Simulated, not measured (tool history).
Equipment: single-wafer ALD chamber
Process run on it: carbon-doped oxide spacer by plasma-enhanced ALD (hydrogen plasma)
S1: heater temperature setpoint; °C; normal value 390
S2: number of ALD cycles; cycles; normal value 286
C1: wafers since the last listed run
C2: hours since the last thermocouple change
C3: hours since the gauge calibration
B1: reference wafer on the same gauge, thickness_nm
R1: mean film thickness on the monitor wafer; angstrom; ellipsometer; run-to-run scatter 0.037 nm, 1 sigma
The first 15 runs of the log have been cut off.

{"run": 16, "day": 33.746, "S1": 390, "S2": 307, "C1": 22, "C2": 322.3, "C3": 294.5, "B1": 14.988, "R1": 156.63}
{"run": 17, "day": 36.35, "S1": 400, "S2": 339, "C1": 54, "C2": 384.8, "C3": 357.0, "B1": 15.001, "R1": 173.92}
{"run": 18, "day": 38.192, "S1": 386, "S2": 260, "C1": 38, "C2": 429.0, "C3": 401.2, "B1": 14.993, "R1": 132.53}
{"run": 19, "day": 39.375, "S1": 390, "S2": 258, "C1": 24, "C2": 457.4, "C3": 429.6, "B1": 14.998, "R1": 132.18}
{"run": 20, "day": 42.05, "S1": 390, "S2": 286, "C1": 55, "C2": 521.6, "C3": 493.8, "B1": 15.005, "R1": 146.51}
{"run": 21, "day": 44.362, "S1": 394, "S2": 286, "C1": 48, "C2": 577.1, "C3": 549.3, "B1": 15.003, "R1": 146.17}
{"run": 22, "day": 47.062, "S1": 405, "S2": 335, "C1": 56, "C2": 641.9, "C3": 614.1, "B1": 15.004, "R1": 169.13}
{"run": 23, "day": 48.592, "S1": 390, "S2": 286, "C1": 31, "C2": 678.6, "C3": 650.8, "B1": 15.015, "R1": 146.42}
{"run": 24, "day": 50.121, "S1": 399, "S2": 247, "C1": 31, "C2": 715.3, "C3": 687.5, "B1": 15.005, "R1": 126.66}
{"run": 25, "day": 52.171, "S1": 386, "S2": 286, "C1": 42, "C2": 764.5, "C3": 736.7, "B1": 15.003, "R1": 146.4}
{"run": 26, "day": 53.208, "S1": 390, "S2": 286, "C1": 21, "C2": 789.4, "C3": 761.6, "B1": 15.021, "R1": 146.95}
{"run": 27, "day": 54.5, "S1": 390, "S2": 286, "C1": 26, "C2": 820.4, "C3": 792.6, "B1": 15.002, "R1": 146.33}
{"run": 28, "day": 56.188, "S1": 398, "S2": 286, "C1": 35, "C2": 860.9, "C3": 833.1, "B1": 14.99, "R1": 146.26}
{"run": 29, "day": 58.983, "S1": 397, "S2": 314, "C1": 58, "C2": 928.0, "C3": 900.2, "B1": 15.008, "R1": 160.69}
{"run": 30, "day": 60.571, "S1": 375, "S2": 286, "C1": 33, "C2": 966.1, "C3": 938.3, "B1": 15.007, "R1": 146.51}
{"run": 31, "day": 63.458, "S1": 390, "S2": 286, "C1": 60, "C2": 1035.4, "C3": 1007.6, "B1": 14.987, "R1": 146.66}

Predict each of these 4 candidate next runs independently; none follows another, all start after run 31:
{"run": "A", "day": 63.492, "S1": 390, "S2": 302, "C1": 0, "C2": 1036.2, "C3": 1008.4, "B1": "?", "R1": "?"}
{"run": "B", "day": 63.492, "S1": 402, "S2": 254, "C1": 0, "C2": 1036.2, "C3": 1008.4, "B1": "?", "R1": "?"}
{"run": "C", "day": 63.492, "S1": 398, "S2": 339, "C1": 0, "C2": 1036.2, "C3": 1008.4, "B1": "?", "R1": "?"}
{"run": "D", "day": 63.492, "S1": 386, "S2": 241, "C1": 0, "C2": 1036.2, "C3": 1008.4, "B1": "?", "R1": "?"}

run=A B1=14.994 R1=154.57
run=B B1=14.994 R1=129.79
run=C B1=14.994 R1=173.51
run=D B1=14.994 R1=123.35
With the hidden condition removed and each run's random variation left untouched, the same runs would have given:
run=A R1=154.57
run=B R1=129.79
run=C R1=173.51
run=D R1=123.35
